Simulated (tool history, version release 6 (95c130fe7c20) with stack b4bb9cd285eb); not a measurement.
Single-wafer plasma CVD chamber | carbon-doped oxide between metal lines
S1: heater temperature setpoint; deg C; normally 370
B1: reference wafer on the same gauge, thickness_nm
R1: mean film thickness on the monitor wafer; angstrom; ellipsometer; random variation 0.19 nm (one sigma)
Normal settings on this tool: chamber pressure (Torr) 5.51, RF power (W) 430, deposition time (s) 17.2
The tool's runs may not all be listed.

{"run": 1, "hour": 0.0, "S1": 370, "chamber pressure (Torr)": 5.51, "RF power (W)": 430, "deposition time (s)": 17.2, "B1": 67.218, "R1": 784.18}
{"run": 2, "hour": 70.9, "S1": 360, "chamber pressure (Torr)": 5.51, "RF power (W)": 430, "deposition time (s)": 17.2, "B1": 67.211, "R1": 804.8}
{"run": 3, "hour": 121.3, "S1": 370, "chamber pressure (Torr)": 5.51, "RF power (W)": 430, "deposition time (s)": 17.2, "B1": 67.204, "R1": 782.85}
{"run": 4, "hour": 190.6, "S1": 370, "chamber pressure (Torr)": 5.51, "RF power (W)": 430, "deposition time (s)": 17.2, "B1": 67.193, "R1": 781.19}
{"run": 5, "hour": 256.0, "S1": 370, "chamber pressure (Torr)": 5.51, "RF power (W)": 430, "deposition time (s)": 15.3, "B1": 67.178, "R1": 694.23}
{"run": 6, "hour": 305.6, "S1": 370, "chamber pressure (Torr)": 5.51, "RF power (W)": 430, "deposition time (s)": 15.3, "B1": 67.222, "R1": 689.31}
{"run": 7, "hour": 350.3, "S1": 370, "chamber pressure (Torr)": 5.51, "RF power (W)": 430, "deposition time (s)": 17.2, "B1": 67.195, "R1": 776.29}
{"hour": 393.5, "done": "RF generator calibrated"}
{"run": 8, "hour": 412.3, "S1": 370, "chamber pressure (Torr)": 5.51, "RF power (W)": 430, "deposition time (s)": 17.2, "B1": 67.2, "R1": 799.94}
{"hour": 431.7, "done": "gauge calibrated"}
{"run": 9, "hour": 451.5, "S1": 377, "chamber pressure (Torr)": 6.69, "RF power (W)": 460, "deposition time (s)": 17.2, "B1": 67.207, "R1": 847.42}
{"run": 10, "hour": 521.7, "S1": 370, "chamber pressure (Torr)": 5.51, "RF power (W)": 455, "deposition time (s)": 15.8, "B1": 67.236, "R1": 775.26}
{"run": 11, "hour": 578.9, "S1": 370, "chamber pressure (Torr)": 5.51, "RF power (W)": 430, "deposition time (s)": 17.2, "B1": 67.209, "R1": 794.46}
{"hour": 587.7, "done": "showerhead replaced"}
{"hour": 595.6, "done": "thermocouple changed; heater temperature recalibrated"}
{"run": 12, "hour": 615.6, "S1": 356, "chamber pressure (Torr)": 5.93, "RF power (W)": 470, "deposition time (s)": 18.2, "B1": 67.179, "R1": 957.35}
{"hour": 657.4, "done": "capacitance manometer re-zeroed and calibrated"}
{"run": 13, "hour": 657.9, "S1": 370, "chamber pressure (Torr)": 5.51, "RF power (W)": 430, "deposition time (s)": 17.2, "B1": 67.18, "R1": 804.94}
{"run": 14, "hour": 700.2, "S1": 383, "chamber pressure (Torr)": 5.0, "RF power (W)": 490, "deposition time (s)": 15.9, "B1": 67.184, "R1": 798.27}
{"run": 15, "hour": 730.6, "S1": 370, "chamber pressure (Torr)": 5.51, "RF power (W)": 430, "deposition time (s)": 17.2, "B1": 67.2, "R1": 803.06}
{"run": 16, "hour": 787.0, "S1": 370, "chamber pressure (Torr)": 5.51, "RF power (W)": 430, "deposition time (s)": 20.5, "B1": 67.224, "R1": 948.41}
{"run": 17, "hour": 858.6, "S1": 359, "chamber pressure (Torr)": 4.24, "RF power (W)": 400, "deposition time (s)": 13.9, "B1": 67.211, "R1": 607.69}

Here are 3 independent what-if runs from the current tool condition. What would each one return?
{"run": "A", "hour": 859.0, "S1": 370, "chamber pressure (Torr)": 5.51, "RF power (W)": 430, "deposition time (s)": 17.2, "B1": "?", "R1": "?"}
{"run": "B", "hour": 859.0, "S1": 382, "chamber pressure (Torr)": 5.51, "RF power (W)": 430, "deposition time (s)": 13.8, "B1": "?", "R1": "?"}
{"run": "C", "hour": 859.0, "S1": 360, "chamber pressure (Torr)": 6.36, "RF power (W)": 365, "deposition time (s)": 15.3, "B1": "?", "R1": "?"}

run=A B1=67.193 R1=799.26
run=B B1=67.193 R1=625.82
run=C B1=67.193 R1=629.67
Without the tool's hidden state the same runs would have given:
run=A R1=818.41
run=B R1=640.29
run=C R1=645.86
